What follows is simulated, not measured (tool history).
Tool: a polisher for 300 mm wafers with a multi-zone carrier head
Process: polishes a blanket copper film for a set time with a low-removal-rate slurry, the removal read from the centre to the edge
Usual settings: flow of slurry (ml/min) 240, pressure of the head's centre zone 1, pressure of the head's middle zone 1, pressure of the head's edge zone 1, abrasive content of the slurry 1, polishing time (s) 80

run     day  flow of slurry (ml/min)  pressure of the head's centre zone  pressure of the head's middle zone  pressure of the head's edge zone  abrasive content of the slurry  polishing time (s)  wafers since the last listed run  wafers polished on this pad  hours since the slurry nozzle was cleaned  hours since the centre zone pressure was calibrated  hours since the edge zone pressure was calibrated  hours since the carrier head's membrane was replaced  incoming thickness of the incoming film, nm  film removed at the wafer's centre (nm)  film removed at mid-radius (nm)  film removed at the wafer's edge (nm)
  1       0                      240                                   1                                   1                                 1                               1                  80                                 0                           26                                      394.7                                                331.9                                             1273.2                                                 279.7                                         1380                                    346.1                            356.5                                  341.7
  2   3.017                      240                                1.04                                   1                              0.96                               1                  80                               914                          941                                      467.1                                                404.3                                             1345.6                                                 352.1                                       1378.2                                    346.8                            338.3                                  334.5
      4.812  -- slurry nozzle cleaned
  3     6.2                      240                                1.04                                   1                              0.96                               1                  80                               952                         1894                                       33.3                                                480.7                                               1422                                                 428.5                                       1397.9                                      350                              333                                  330.7
      9.212  -- edge zone pressure recalibrated
  4   9.725                      240                                1.04                                   1                              0.96                               1                  80                              1043                         2937                                      117.9                                                565.3                                               12.3                                                 513.1                                       1362.1                                      336                            329.8                                  311.8
  5  12.358                      240                                   1                                   1                                 1                               1                  94                               798                         3736                                      181.1                                                628.5                                               75.5                                                 576.3                                       1375.5                                    384.5                              386                                  375.7
     14.933  -- centre zone pressure recalibrated
  6  21.221                      240                                   1                                   1                                 1                               1                  94                              2662                         6399                                      393.8                                                150.9                                              288.2                                                   789                                       1387.1                                    374.7                            374.8                                  382.8
     22.038  -- worn pad replaced by a new one
  7  24.288                      240                                   1                                   1                                 1                               1                  80                               879                          682                                      467.4                                                224.5                                              361.8                                                 862.6                                       1352.2                                    343.7                            343.9                                  345.4
     26.575  -- slurry nozzle cleaned
  8  27.404                      240                                   1                                   1                                 1                            0.75                  80                               932                         1615                                       19.9                                                299.3                                              436.6                                                 937.4                                       1394.8                                    318.1                              320                                  313.6
  9  40.229                      240                                   1                                   1                              0.95                            0.75                  80                              3889                         5505                                      327.7                                                607.1                                              744.4                                                1245.2                                       1366.3                                    305.9                            302.7                                  295.6
     44.912  -- worn pad replaced by a new one
 10  45.029                      240                                   1                                0.88                                 1                            0.75                  96                              1405                           34                                      442.9                                                722.3                                              859.6                                                1360.4                                       1363.3                                    386.3                            371.8                                  383.7
     45.779  -- centre zone pressure recalibrated
 11   47.45                      170                                0.97                                   1                               1.1                               1                  80                               708                          743                                        501                                                 40.1                                              917.7                                                1418.5                                       1377.9                                    314.3                            330.7                                  340.9
     50.558  -- slurry nozzle cleaned
 12  51.117                      240                                   1                                   1                                 1                               1                  80                              1099                         1843                                       13.4                                                128.1                                             1005.7                                                1506.5                                       1374.6                                    325.1                            324.3                                  333.4
 13  53.479                      240                                   1                                   1                                 1                               1                  80                               716                         2559                                       70.1                                                184.8                                             1062.4                                                1563.2                                       1376.7                                      323                            335.3                                  325.2
 14  55.342                      240                                   1                                   1                              1.11                               1                  80                               564                         3124                                      114.8                                                229.5                                             1107.1                                                1607.9                                       1377.6                                    320.6                            335.7                                  340.5
      57.85  -- carrier head's membrane replaced by a new one
 15  58.208                      190                                 1.1                                   1                              1.07                               1                  80                               806                         3931                                      183.6                                                298.3                                             1175.9                                                   8.6                                       1344.6                                    348.6                            323.1                                  326.9
 16  62.392                      240                                   1                                   1                              1.04                            1.15                  80                              1268                         5199                                        284                                                398.7                                             1276.3                                                   109                                       1371.9                                      335                            326.4                                  338.1
 17  64.817                      240                                   1                                   1                                 1                               1                  80                               735                         5935                                      342.2                                                456.9                                             1334.5                                                 167.2                                       1371.7                                    313.6                            323.9                                  328.3
     66.012  -- edge zone pressure recalibrated
 18  67.867                      240                                0.89                                   1                                 1                             0.9                  55                               899                         6835                                      415.4                                                530.1                                               44.5                                                 240.4                                       1344.3                                    190.9                            213.7                                  213.6
     68.496  -- worn pad replaced by a new one
     71.529  -- slurry nozzle cleaned
 19  72.112                      240                                1.07                                0.88                                 1                             1.1                  80                              1224                         1084                                         14                                                  632                                              146.4                                                 342.3                                       1397.8                                    365.6                            326.4                                  349.1
       77.3  -- centre zone pressure recalibrated
 20  84.996                      240                                   1                                   1                                 1                               1                  98                              3882                         4966                                      323.2                                                184.7                                              455.6                                                 651.5                                       1378.1                                      392                              399                                  405.8
 21  87.946                      240                                1.06                                   1                                 1                               1                  80                               894                         5861                                        394                                                255.5                                              526.4                                                 722.3                                       1395.7                                    350.9                            325.1                                  321.3
     90.675  -- worn pad replaced by a new one
 22  91.867                      240                                   1                                   1                                 1                            1.25                  80                              1138                          361                                      488.1                                                349.6                                              620.5                                                 816.4                                       1392.4                                    350.9                            356.8                                  353.6

Measured less the same run without the tool's hidden state. The same run-to-run variation is in both; the gauge's scatter may not be:
The hidden state here: removal rate lost through wear of the pad, %; slurry flow missing at the pad, %; deviation of the centre zone's pressure from its setpoint, %; deviation of the edge zone's pressure from its setpoint, %.
run  film removed at the wafer's centre (nm)  film removed at mid-radius (nm)  film removed at the wafer's edge (nm)
  1                                     -2.5                             -2.6                                   -2.5
  2                                    -10.9                            -10.7                                  -10.5
  3                                    -17.4                            -16.5                                  -16.4
  4                                    -21.3                            -20.9                                  -19.7
  5                                      -27                            -27.1                                  -26.3
  6                                    -30.9                            -30.9                                  -31.6
  7                                     -8.1                             -8.1                                   -8.1
  8                                    -13.7                            -13.7                                  -13.5
  9                                    -23.7                            -23.4                                  -22.9
 10                                     -5.6                             -5.4                                   -5.5
 11                                    -10.9                            -11.5                                  -11.9
 12                                    -18.4                            -18.4                                  -18.9
 13                                    -21.6                            -22.3                                  -21.7
 14                                    -23.4                            -24.4                                  -24.8
 15                                    -27.8                            -25.8                                  -26.1
 16                                    -29.1                            -28.3                                  -29.3
 17                                      -28                            -28.9                                  -29.3
 18                                    -17.5                            -19.5                                  -19.6
 19                                    -11.1                             -9.9                                  -10.5
 20                                    -28.4                              -29                                  -29.5
 21                                    -26.6                            -24.7                                  -24.3
 22                                     -9.1                             -9.3                                   -9.2

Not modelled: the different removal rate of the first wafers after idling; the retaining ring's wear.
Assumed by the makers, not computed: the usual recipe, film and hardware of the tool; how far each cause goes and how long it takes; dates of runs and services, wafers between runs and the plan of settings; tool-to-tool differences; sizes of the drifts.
